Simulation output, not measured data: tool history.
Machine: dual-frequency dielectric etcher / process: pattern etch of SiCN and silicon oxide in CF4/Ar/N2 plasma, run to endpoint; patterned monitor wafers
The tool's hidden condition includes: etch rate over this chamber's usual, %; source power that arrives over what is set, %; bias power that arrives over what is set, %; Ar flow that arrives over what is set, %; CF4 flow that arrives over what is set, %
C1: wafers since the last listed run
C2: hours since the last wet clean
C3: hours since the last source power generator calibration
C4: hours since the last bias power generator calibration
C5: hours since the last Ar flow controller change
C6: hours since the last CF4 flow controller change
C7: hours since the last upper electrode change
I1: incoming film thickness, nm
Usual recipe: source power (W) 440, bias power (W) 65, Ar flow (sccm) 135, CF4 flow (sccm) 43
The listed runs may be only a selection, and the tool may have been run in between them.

run 1 hour=0.0 | source_power_(W)=380 bias_power_(W)=61 Ar_flow_(sccm)=135 CF4_flow_(sccm)=43 | C1=0 C2=541.4 C3=4364.3 C4=2341.3 C5=1445.6 C6=2325.0 C7=2749.1 | I1=9.11 | endpoint_time_(s)=14.9
-- hour=30.7 wet clean of the chamber
-- hour=31.2 upper electrode replaced
run 2 hour=31.7 | source_power_(W)=380 bias_power_(W)=61 Ar_flow_(sccm)=135 CF4_flow_(sccm)=43 | C1=80 C2=1.0 C3=4396.0 C4=2373.0 C5=1477.3 C6=2356.7 C7=0.5 | I1=9.05 | endpoint_time_(s)=15.0
run 3 hour=32.1 | source_power_(W)=440 bias_power_(W)=65 Ar_flow_(sccm)=148 CF4_flow_(sccm)=50 | C1=4 C2=1.4 C3=4396.4 C4=2373.4 C5=1477.7 C6=2357.1 C7=0.9 | I1=9.17 | endpoint_time_(s)=12.9
run 4 hour=44.6 | source_power_(W)=440 bias_power_(W)=65 Ar_flow_(sccm)=148 CF4_flow_(sccm)=50 | C1=140 C2=13.9 C3=4408.9 C4=2385.9 C5=1490.2 C6=2369.6 C7=13.4 | I1=9.08 | endpoint_time_(s)=12.7
run 5 hour=53.9 | source_power_(W)=500 bias_power_(W)=65 Ar_flow_(sccm)=135 CF4_flow_(sccm)=43 | C1=104 C2=23.2 C3=4418.2 C4=2395.2 C5=1499.5 C6=2378.9 C7=22.7 | I1=9.06 | endpoint_time_(s)=11.4
run 6 hour=64.2 | source_power_(W)=500 bias_power_(W)=65 Ar_flow_(sccm)=135 CF4_flow_(sccm)=43 | C1=115 C2=33.5 C3=4428.5 C4=2405.5 C5=1509.8 C6=2389.2 C7=33.0 | I1=9.22 | endpoint_time_(s)=11.9
-- hour=73.1 CF4 flow controller replaced
-- hour=75.1 bias power generator calibrated
run 7 hour=75.6 | source_power_(W)=440 bias_power_(W)=65 Ar_flow_(sccm)=135 CF4_flow_(sccm)=43 | C1=38 C2=44.9 C3=4439.9 C4=0.5 C5=1521.2 C6=2.5 C7=44.4 | I1=9.12 | endpoint_time_(s)=12.9
run 8 hour=89.7 | source_power_(W)=440 bias_power_(W)=65 Ar_flow_(sccm)=135 CF4_flow_(sccm)=43 | C1=158 C2=59.0 C3=4454.0 C4=14.6 C5=1535.3 C6=16.6 C7=58.5 | I1=9.15 | endpoint_time_(s)=12.9
-- hour=101.4 source power generator calibrated
run 9 hour=103.8 | source_power_(W)=440 bias_power_(W)=65 Ar_flow_(sccm)=135 CF4_flow_(sccm)=43 | C1=113 C2=73.1 C3=2.4 C4=28.7 C5=1549.4 C6=30.7 C7=72.6 | I1=9.15 | endpoint_time_(s)=13.0
run 10 hour=113.1 | source_power_(W)=440 bias_power_(W)=70 Ar_flow_(sccm)=135 CF4_flow_(sccm)=43 | C1=104 C2=82.4 C3=11.7 C4=38.0 C5=1558.7 C6=40.0 C7=81.9 | I1=9.01 | endpoint_time_(s)=12.4
run 11 hour=121.0 | source_power_(W)=440 bias_power_(W)=65 Ar_flow_(sccm)=135 CF4_flow_(sccm)=43 | C1=88 C2=90.3 C3=19.6 C4=45.9 C5=1566.6 C6=47.9 C7=89.8 | I1=9.11 | endpoint_time_(s)=12.9
run 12 hour=127.4 | source_power_(W)=440 bias_power_(W)=65 Ar_flow_(sccm)=103 CF4_flow_(sccm)=46 | C1=71 C2=96.7 C3=26.0 C4=52.3 C5=1573.0 C6=54.3 C7=96.2 | I1=9.06 | endpoint_time_(s)=11.8
run 13 hour=136.0 | source_power_(W)=440 bias_power_(W)=65 Ar_flow_(sccm)=144 CF4_flow_(sccm)=43 | C1=96 C2=105.3 C3=34.6 C4=60.9 C5=1581.6 C6=62.9 C7=104.8 | I1=9.16 | endpoint_time_(s)=13.2
run 14 hour=151.1 | source_power_(W)=380 bias_power_(W)=61 Ar_flow_(sccm)=135 CF4_flow_(sccm)=43 | C1=169 C2=120.4 C3=49.7 C4=76.0 C5=1596.7 C6=78.0 C7=119.9 | I1=9.05 | endpoint_time_(s)=14.9
run 15 hour=162.9 | source_power_(W)=440 bias_power_(W)=80 Ar_flow_(sccm)=107 CF4_flow_(sccm)=43 | C1=132 C2=132.2 C3=61.5 C4=87.8 C5=1608.5 C6=89.8 C7=131.7 | I1=9.08 | endpoint_time_(s)=10.8
run 16 hour=179.3 | source_power_(W)=440 bias_power_(W)=65 Ar_flow_(sccm)=135 CF4_flow_(sccm)=37 | C1=183 C2=148.6 C3=77.9 C4=104.2 C5=1624.9 C6=106.2 C7=148.1 | I1=9.02 | endpoint_time_(s)=13.1
-- hour=186.9 Ar flow controller replaced
run 17 hour=187.4 | source_power_(W)=440 bias_power_(W)=65 Ar_flow_(sccm)=124 CF4_flow_(sccm)=38 | C1=23 C2=156.7 C3=86.0 C4=112.3 C5=0.5 C6=114.3 C7=156.2 | I1=9.11 | endpoint_time_(s)=12.8
run 18 hour=194.8 | source_power_(W)=440 bias_power_(W)=65 Ar_flow_(sccm)=135 CF4_flow_(sccm)=43 | C1=82 C2=164.1 C3=93.4 C4=119.7 C5=7.9 C6=121.7 C7=163.6 | I1=9.08 | endpoint_time_(s)=12.9
run 19 hour=200.9 | source_power_(W)=440 bias_power_(W)=65 Ar_flow_(sccm)=135 CF4_flow_(sccm)=38 | C1=68 C2=170.2 C3=99.5 C4=125.8 C5=14.0 C6=127.8 C7=169.7 | I1=9.15 | endpoint_time_(s)=13.1
run 20 hour=218.5 | source_power_(W)=350 bias_power_(W)=65 Ar_flow_(sccm)=156 CF4_flow_(sccm)=43 | C1=197 C2=187.8 C3=117.1 C4=143.4 C5=31.6 C6=145.4 C7=187.3 | I1=9.08 | endpoint_time_(s)=16.1
run 21 hour=227.5 | source_power_(W)=440 bias_power_(W)=65 Ar_flow_(sccm)=167 CF4_flow_(sccm)=34 | C1=100 C2=196.8 C3=126.1 C4=152.4 C5=40.6 C6=154.4 C7=196.3 | I1=9.11 | endpoint_time_(s)=14.3
run 22 hour=239.0 | source_power_(W)=440 bias_power_(W)=65 Ar_flow_(sccm)=135 CF4_flow_(sccm)=43 | C1=128 C2=208.3 C3=137.6 C4=163.9 C5=52.1 C6=165.9 C7=207.8 | I1=9.10 | endpoint_time_(s)=12.8
run 23 hour=251.2 | source_power_(W)=370 bias_power_(W)=65 Ar_flow_(sccm)=135 CF4_flow_(sccm)=43 | C1=136 C2=220.5 C3=149.8 C4=176.1 C5=64.3 C6=178.1 C7=220.0 | I1=9.13 | endpoint_time_(s)=15.0
run 24 hour=262.2 | source_power_(W)=540 bias_power_(W)=57 Ar_flow_(sccm)=107 CF4_flow_(sccm)=48 | C1=123 C2=231.5 C3=160.8 C4=187.1 C5=75.3 C6=189.1 C7=231.0 | I1=9.14 | endpoint_time_(s)=10.6

Predict each of these 4 candidate next runs independently; none follows another, all start after run 24:
run A hour=262.6 | source_power_(W)=440 bias_power_(W)=65 Ar_flow_(sccm)=135 CF4_flow_(sccm)=43 | C1=4 C2=231.9 C3=161.2 C4=187.5 C5=75.7 C6=189.5 C7=231.4 | I1=9.08 | endpoint_time_(s)=?
run B hour=262.6 | source_power_(W)=380 bias_power_(W)=59 Ar_flow_(sccm)=135 CF4_flow_(sccm)=38 | C1=4 C2=231.9 C3=161.2 C4=187.5 C5=75.7 C6=189.5 C7=231.4 | I1=9.08 | endpoint_time_(s)=?
run C hour=262.6 | source_power_(W)=520 bias_power_(W)=59 Ar_flow_(sccm)=108 CF4_flow_(sccm)=52 | C1=4 C2=231.9 C3=161.2 C4=187.5 C5=75.7 C6=189.5 C7=231.4 | I1=9.08 | endpoint_time_(s)=?
run D hour=262.6 | source_power_(W)=440 bias_power_(W)=51 Ar_flow_(sccm)=101 CF4_flow_(sccm)=43 | C1=4 C2=231.9 C3=161.2 C4=187.5 C5=75.7 C6=189.5 C7=231.4 | I1=9.08 | endpoint_time_(s)=?

run=A endpoint_time_(s)=12.9
run=B endpoint_time_(s)=15.6
run=C endpoint_time_(s)=10.6
run=D endpoint_time_(s)=13.1
Had the tool no hidden state, the same runs would have come out as:
run=A endpoint_time_(s)=12.9
run=B endpoint_time_(s)=15.6
run=C endpoint_time_(s)=10.6
run=D endpoint_time_(s)=13.1
